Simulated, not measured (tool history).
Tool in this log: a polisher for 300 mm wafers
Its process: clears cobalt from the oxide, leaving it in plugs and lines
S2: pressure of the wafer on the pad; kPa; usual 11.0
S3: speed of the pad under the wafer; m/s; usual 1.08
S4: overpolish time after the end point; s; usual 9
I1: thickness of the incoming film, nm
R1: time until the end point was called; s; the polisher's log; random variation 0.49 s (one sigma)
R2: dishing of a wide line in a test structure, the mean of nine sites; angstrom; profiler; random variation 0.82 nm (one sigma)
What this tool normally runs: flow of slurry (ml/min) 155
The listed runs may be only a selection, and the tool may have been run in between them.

{"run": 1, "hour": 0.0, "flow of slurry (ml/min)": 155, "S2": 11.0, "S3": 1.08, "S4": 9, "I1": 200.9, "R1": 41.6, "R2": 355}
{"hour": 56.3, "done": "slurry nozzle cleaned"}
{"run": 2, "hour": 56.9, "flow of slurry (ml/min)": 155, "S2": 11.0, "S3": 1.08, "S4": 9, "I1": 196.2, "R1": 36.7, "R2": 380}
{"run": 3, "hour": 122.5, "flow of slurry (ml/min)": 155, "S2": 11.0, "S3": 1.08, "S4": 9, "I1": 201.1, "R1": 38.8, "R2": 370}
{"run": 4, "hour": 182.8, "flow of slurry (ml/min)": 155, "S2": 11.0, "S3": 1.08, "S4": 9, "I1": 201.5, "R1": 40.0, "R2": 358}
{"hour": 229.4, "done": "worn pad replaced by a new one"}
{"run": 5, "hour": 234.8, "flow of slurry (ml/min)": 185, "S2": 11.0, "S3": 1.08, "S4": 9, "I1": 197.4, "R1": 38.7, "R2": 360}
{"run": 6, "hour": 278.3, "flow of slurry (ml/min)": 185, "S2": 11.0, "S3": 1.08, "S4": 9, "I1": 197.9, "R1": 38.2, "R2": 369}
{"hour": 308.3, "done": "slurry nozzle cleaned"}
{"run": 7, "hour": 335.5, "flow of slurry (ml/min)": 185, "S2": 11.0, "S3": 1.08, "S4": 9, "I1": 203.9, "R1": 37.8, "R2": 381}
{"run": 8, "hour": 376.1, "flow of slurry (ml/min)": 155, "S2": 11.0, "S3": 1.08, "S4": 9, "I1": 200.4, "R1": 39.1, "R2": 370}
{"run": 9, "hour": 400.4, "flow of slurry (ml/min)": 155, "S2": 11.0, "S3": 1.08, "S4": 9, "I1": 197.3, "R1": 37.1, "R2": 357}
{"run": 10, "hour": 467.6, "flow of slurry (ml/min)": 155, "S2": 11.0, "S3": 1.08, "S4": 9, "I1": 199.5, "R1": 39.4, "R2": 363}
{"hour": 484.8, "done": "head pressure recalibrated"}
{"run": 11, "hour": 505.7, "flow of slurry (ml/min)": 155, "S2": 14.5, "S3": 1.08, "S4": 9, "I1": 200.5, "R1": 35.4, "R2": 394}
{"hour": 525.0, "done": "worn pad replaced by a new one"}
{"hour": 541.9, "done": "slurry nozzle cleaned"}
{"run": 12, "hour": 562.7, "flow of slurry (ml/min)": 155, "S2": 11.0, "S3": 1.08, "S4": 9, "I1": 202.7, "R1": 42.0, "R2": 355}
{"run": 13, "hour": 614.1, "flow of slurry (ml/min)": 180, "S2": 11.0, "S3": 1.4, "S4": 9, "I1": 196.1, "R1": 30.4, "R2": 431}
{"run": 14, "hour": 646.0, "flow of slurry (ml/min)": 155, "S2": 12.4, "S3": 1.36, "S4": 9, "I1": 202.9, "R1": 30.3, "R2": 418}
{"run": 15, "hour": 700.7, "flow of slurry (ml/min)": 155, "S2": 11.0, "S3": 1.08, "S4": 9, "I1": 199.8, "R1": 42.4, "R2": 342}
{"run": 16, "hour": 725.8, "flow of slurry (ml/min)": 180, "S2": 11.0, "S3": 1.08, "S4": 7, "I1": 199.9, "R1": 40.9, "R2": 287}
{"hour": 758.3, "done": "worn pad replaced by a new one"}
{"hour": 791.2, "done": "slurry nozzle cleaned"}
{"run": 17, "hour": 909.4, "flow of slurry (ml/min)": 180, "S2": 9.0, "S3": 1.34, "S4": 11, "I1": 201.0, "R1": 39.3, "R2": 413}
{"run": 18, "hour": 973.5, "flow of slurry (ml/min)": 125, "S2": 11.0, "S3": 1.08, "S4": 9, "I1": 203.6, "R1": 47.1, "R2": 322}
{"hour": 1011.7, "done": "worn pad replaced by a new one"}
{"run": 19, "hour": 1014.0, "flow of slurry (ml/min)": 130, "S2": 14.5, "S3": 0.84, "S4": 8, "I1": 200.8, "R1": 45.9, "R2": 296}
{"hour": 1060.3, "done": "slurry nozzle cleaned"}
{"run": 20, "hour": 1070.8, "flow of slurry (ml/min)": 155, "S2": 11.0, "S3": 1.08, "S4": 9, "I1": 198.8, "R1": 39.3, "R2": 360}
{"run": 21, "hour": 1161.5, "flow of slurry (ml/min)": 155, "S2": 11.0, "S3": 1.08, "S4": 9, "I1": 200.3, "R1": 39.9, "R2": 350}
{"run": 22, "hour": 1204.5, "flow of slurry (ml/min)": 155, "S2": 11.0, "S3": 1.08, "S4": 9, "I1": 200.1, "R1": 40.2, "R2": 338}
{"hour": 1239.2, "done": "worn pad replaced by a new one"}
{"run": 23, "hour": 1272.7, "flow of slurry (ml/min)": 140, "S2": 9.0, "S3": 1.42, "S4": 9, "I1": 203.8, "R1": 40.6, "R2": 353}
{"run": 24, "hour": 1330.4, "flow of slurry (ml/min)": 185, "S2": 11.0, "S3": 1.08, "S4": 9, "I1": 199.5, "R1": 40.5, "R2": 349}

5 ways to go on from here, each from the tool as it stands after run 24. What would each give?
{"run": "A", "hour": 1330.8, "flow of slurry (ml/min)": 155, "S2": 11.0, "S3": 1.08, "S4": 9, "I1": 197.9, "R1": "?", "R2": "?"}
{"run": "B", "hour": 1330.8, "flow of slurry (ml/min)": 190, "S2": 11.0, "S3": 1.08, "S4": 9, "I1": 197.9, "R1": "?", "R2": "?"}
{"run": "C", "hour": 1330.8, "flow of slurry (ml/min)": 130, "S2": 6.9, "S3": 0.7, "S4": 10, "I1": 197.9, "R1": "?", "R2": "?"}
{"run": "D", "hour": 1330.8, "flow of slurry (ml/min)": 155, "S2": 13.1, "S3": 1.32, "S4": 9, "I1": 197.9, "R1": "?", "R2": "?"}
{"run": "E", "hour": 1330.8, "flow of slurry (ml/min)": 125, "S2": 15.2, "S3": 1.08, "S4": 9, "I1": 197.9, "R1": "?", "R2": "?"}

run=A R1=42.7 R2=337
run=B R1=40.3 R2=351
run=C R1=107.9 R2=178
run=D R1=29.7 R2=423
run=E R1=34.2 R2=389
With no hidden state in the tool, these same runs would have given:
run=A R1=40.3 R2=351
run=B R1=39.0 R2=359
run=C R1=99.0 R2=192
run=D R1=28.1 R2=438
run=E R1=31.2 R2=412
